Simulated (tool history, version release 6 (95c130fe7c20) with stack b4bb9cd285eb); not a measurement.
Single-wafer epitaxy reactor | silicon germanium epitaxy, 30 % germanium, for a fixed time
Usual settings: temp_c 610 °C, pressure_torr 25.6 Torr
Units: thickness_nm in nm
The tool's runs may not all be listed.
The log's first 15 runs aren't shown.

| run | hour | temp_c | pressure_torr | wafers since the last listed run | hours since the last pyrometer calibration | hours since the last manometer calibration | hours since the showerhead was replaced | hours since the gauge calibration | read-back reference wafer on the same gauge, thickness_nm | thickness_nm |
|---|---|---|---|---|---|---|---|---|---|---|
| 16 | 812.8 | 610 | 28.3 | 1533 | 2425.9 | 2094.8 | 7975.3 | 1118.7 | 91.955 | 87.065 |
| 17 | 839.9 | 610 | 25.6 | 699 | 2453 | 2121.9 | 8002.4 | 1145.8 | 91.905 | 82.516 |
|  | 866.2 | pyrometer calibrated |
| 18 | 877.8 | 610 | 25.6 | 772 | 11.6 | 2159.8 | 8040.3 | 1183.7 | 91.882 | 84.961 |
| 19 | 934 | 610 | 25.6 | 1451 | 67.8 | 2216 | 8096.5 | 1239.9 | 91.905 | 84.963 |
| 20 | 991.4 | 610 | 25.6 | 1482 | 125.2 | 2273.4 | 8153.9 | 1297.3 | 91.9 | 84.376 |
|  | 1021.2 | gauge calibrated |
| 21 | 1027.1 | 610 | 25.6 | 921 | 160.9 | 2309.1 | 8189.6 | 5.9 | 91.875 | 84.667 |
|  | 1037.6 | capacitance manometer re-zeroed and calibrated |
|  | 1071.3 | showerhead replaced |
| 22 | 1071.8 | 610 | 22.4 | 741 | 205.6 | 34.2 | 0.5 | 50.6 | 91.847 | 80.794 |
| 23 | 1099.7 | 617 | 25.6 | 720 | 233.5 | 62.1 | 28.4 | 78.5 | 91.891 | 100.464 |
| 24 | 1149.9 | 600 | 31 | 1296 | 283.7 | 112.3 | 78.6 | 128.7 | 91.873 | 78.602 |
| 25 | 1214.7 | 602 | 20 | 1673 | 348.5 | 177.1 | 143.4 | 193.5 | 91.945 | 63.348 |
| 26 | 1269.5 | 597 | 30.3 | 1415 | 403.3 | 231.9 | 198.2 | 248.3 | 91.948 | 72.346 |
| 27 | 1315.2 | 624 | 21.1 | 1180 | 449 | 277.6 | 243.9 | 294 | 91.905 | 102.705 |
| 28 | 1341.7 | 620 | 31 | 684 | 475.5 | 304.1 | 270.4 | 320.5 | 91.887 | 117.373 |
| 29 | 1407.4 | 618 | 27.7 | 1696 | 541.2 | 369.8 | 336.1 | 386.2 | 91.905 | 106.066 |
| 30 | 1466.6 | 619 | 23.1 | 1528 | 600.4 | 429 | 395.3 | 445.4 | 91.933 | 97.459 |
| 31 | 1533.8 | 624 | 31.8 | 1735 | 667.6 | 496.2 | 462.5 | 512.6 | 91.898 | 128.017 |
| 32 | 1582.6 | 610 | 25.6 | 1260 | 716.4 | 545 | 511.3 | 561.4 | 91.888 | 85.579 |
| 33 | 1639 | 596 | 22.5 | 1456 | 772.8 | 601.4 | 567.7 | 617.8 | 91.899 | 59.621 |
| 34 | 1702.2 | 610 | 25.6 | 1631 | 836 | 664.6 | 630.9 | 681 | 91.921 | 85.231 |
| 35 | 1759 | 610 | 25.6 | 1466 | 892.8 | 721.4 | 687.7 | 737.8 | 91.861 | 85.413 |
| 36 | 1824.9 | 610 | 25.6 | 1701 | 958.7 | 787.3 | 753.6 | 803.7 | 91.914 | 85.64 |

Forecast each of these 3 alternatives for the next run:
| A | 1825.3 | 610 | 25.6 | 10 | 959.1 | 787.7 | 754 | 804.1 | ? | ? |
| B | 1825.3 | 600 | 22.2 | 10 | 959.1 | 787.7 | 754 | 804.1 | ? | ? |
| C | 1825.3 | 599 | 23.7 | 10 | 959.1 | 787.7 | 754 | 804.1 | ? | ? |

| run | read-back reference wafer on the same gauge, thickness_nm | thickness_nm |
|---|---|---|
| A | 91.891 | 85.502 |
| B | 91.891 | 63.977 |
| C | 91.891 | 65.139 |
Without the tool's hidden state the same runs would have given:
| run | thickness_nm |
|---|---|
| A | 87.223 |
| B | 65.291 |
| C | 66.479 |

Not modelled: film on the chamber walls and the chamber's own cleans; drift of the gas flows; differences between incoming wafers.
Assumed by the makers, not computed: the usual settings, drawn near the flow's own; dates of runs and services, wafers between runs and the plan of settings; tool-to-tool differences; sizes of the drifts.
